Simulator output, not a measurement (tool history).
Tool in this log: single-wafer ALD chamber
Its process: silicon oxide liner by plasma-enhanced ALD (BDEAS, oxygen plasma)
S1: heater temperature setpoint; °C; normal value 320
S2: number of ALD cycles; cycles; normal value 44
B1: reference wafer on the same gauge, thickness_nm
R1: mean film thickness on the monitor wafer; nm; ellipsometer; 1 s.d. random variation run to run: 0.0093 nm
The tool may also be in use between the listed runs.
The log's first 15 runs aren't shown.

Run 16, day 39.983: usual settings; B1 4.4. Result: R1 3.714 nm.
Run 17, day 42.675: usual settings; B1 4.399. Result: R1 3.72 nm.
Run 18, day 44.133: usual settings; B1 4.4. Result: R1 3.715 nm.
Run 19, day 46.971: usual settings; B1 4.4. Result: R1 3.741 nm.
Run 20, day 53.933: usual settings but S1 329 °C; B1 4.402. Result: R1 3.696 nm.
At day 58.854: thermocouple changed; heater temperature recalibrated.
Run 21, day 58.875: usual settings but S1 329 °C; B1 4.401. Result: R1 3.681 nm.
Run 22, day 59.996: usual settings; B1 4.404. Result: R1 3.738 nm.
Run 23, day 62.638: usual settings but S1 324 °C, S2 36 cycles; B1 4.401. Result: R1 3.031 nm.
Run 24, day 64.333: usual settings but S1 312 °C, S2 47 cycles; B1 4.401. Result: R1 4.02 nm.
Run 25, day 68.525: usual settings; B1 4.399. Result: R1 3.747 nm.
Run 26, day 69.621: usual settings but S1 329 °C; B1 4.4. Result: R1 3.682 nm.
Run 27, day 71.954: usual settings but S1 315 °C, S2 47 cycles; B1 4.402. Result: R1 4.006 nm.
Run 28, day 73.875: usual settings; B1 4.4. Result: R1 3.731 nm.
Run 29, day 75.983: usual settings but S1 314 °C, S2 39 cycles; B1 4.399. Result: R1 3.321 nm.
Run 30, day 83.212: usual settings but S2 47 cycles; B1 4.399. Result: R1 3.971 nm.
Run 31, day 86.933: usual settings; B1 4.401. Result: R1 3.725 nm.
Run 32, day 88.388: usual settings but S2 51 cycles; B1 4.4. Result: R1 4.321 nm.
Run 33, day 89.517: usual settings; B1 4.397. Result: R1 3.749 nm.

What does the tool deliver on the next run?
Run 34, day 92.067: usual settings but S1 310 °C, S2 42 cycles; B1 ?. Result: R1 ?.

B1: 4.401
R1: 3.6 nm
Were there no unlogged condition in the tool, this run, its random variation unchanged, would have produced R1 3.6 nm.
